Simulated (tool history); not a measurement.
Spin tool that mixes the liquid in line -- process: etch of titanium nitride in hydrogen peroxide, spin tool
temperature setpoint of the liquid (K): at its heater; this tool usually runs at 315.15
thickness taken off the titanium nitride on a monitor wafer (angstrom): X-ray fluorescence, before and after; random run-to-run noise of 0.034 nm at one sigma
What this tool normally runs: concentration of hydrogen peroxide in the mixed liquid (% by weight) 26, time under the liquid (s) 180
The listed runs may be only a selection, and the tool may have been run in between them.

run,hour,temperature setpoint of the liquid (K),concentration of hydrogen peroxide in the mixed liquid (% by weight),time under the liquid (s),"read-back film thickness of the titanium nitride reference wafer, read on the same gauge (nm)",thickness taken off the titanium nitride on a monitor wafer (angstrom)
1,0,315.15,26,180,79.987,31.69
2,30.1,315.15,26,180,80.011,32.03
# hour 75.4: peroxide flow meter replaced
3,90.2,315.15,26,180,79.997,32.05
4,122.2,308.65,26,105,79.997,11.01
5,154.5,308.65,26,105,79.992,10.99
6,201.4,315.15,26,265,79.987,46.38
7,243.1,315.15,26,265,79.993,45.57
8,267.8,315.15,26,265,80.01,45.55
9,294.2,315.15,21,180,80.002,29.6
# hour 303.2: new drum of peroxide connected
# hour 324.8: gauge calibrated
# hour 349.9: thermometer replaced
10,356.4,315.15,26,180,80.005,35.12
11,396.4,315.15,26,245,80.015,48.01
12,439.3,315.15,26,180,79.998,34.53
13,482.9,309.15,26,180,80.002,21.53
14,510,315.15,26,255,80.008,49.34
# hour 514.8: heated supply line repaired
# hour 559.7: peroxide flow meter replaced
15,578.5,315.15,26,150,79.993,34.1
16,614.8,315.15,26,90,80.003,20.52
17,685.4,321.15,26,180,79.992,62.78
18,730.6,309.65,26,180,79.997,26.66
19,769,315.15,26,180,79.983,40.49
20,794.7,315.15,30,180,80.006,41.56
21,856.5,309.15,30,285,79.993,40.83
22,892.4,315.15,18.5,180,79.992,36.92
23,952.3,306.65,22,180,80.011,19.57
24,989,315.15,26,180,80.005,39.89

Some steps in thickness taken off the titanium nitride on a monitor wafer (angstrom), run to run, broken into two amounts with sign: the step expected even without the hidden condition (settings, incoming material, random variation), and the rest, left for the hidden condition together with whatever gauge scatter is not in both the measured and the hidden-condition-free result:
Hidden state present: liquid colder than its thermometer reads (K); peroxide flow above the setpoint (%); temperature lost on the way to the wafer (K); peroxide weaker than its label (%); gauge reads high (%).
Run 5 -> 6: temperature setpoint of the liquid (K) 308.65 -> 315.15, time under the liquid (s) 105 -> 265. thickness taken off the titanium nitride on a monitor wafer (angstrom) +35.39: hidden state -13.05, all else +48.44.
Run 14 -> 15: time under the liquid (s) 255 -> 150, heated supply line repaired, peroxide flow meter replaced. thickness taken off the titanium nitride on a monitor wafer (angstrom) -15.24: hidden state +10.64, all else -25.88.
Run 16 -> 17: temperature setpoint of the liquid (K) 315.15 -> 321.15, time under the liquid (s) 90 -> 180. thickness taken off the titanium nitride on a monitor wafer (angstrom) +42.26: hidden state -2.43, all else +44.69.
Run 17 -> 18: temperature setpoint of the liquid (K) 321.15 -> 309.65. thickness taken off the titanium nitride on a monitor wafer (angstrom) -36.12: hidden state +1.68, all else -37.8.
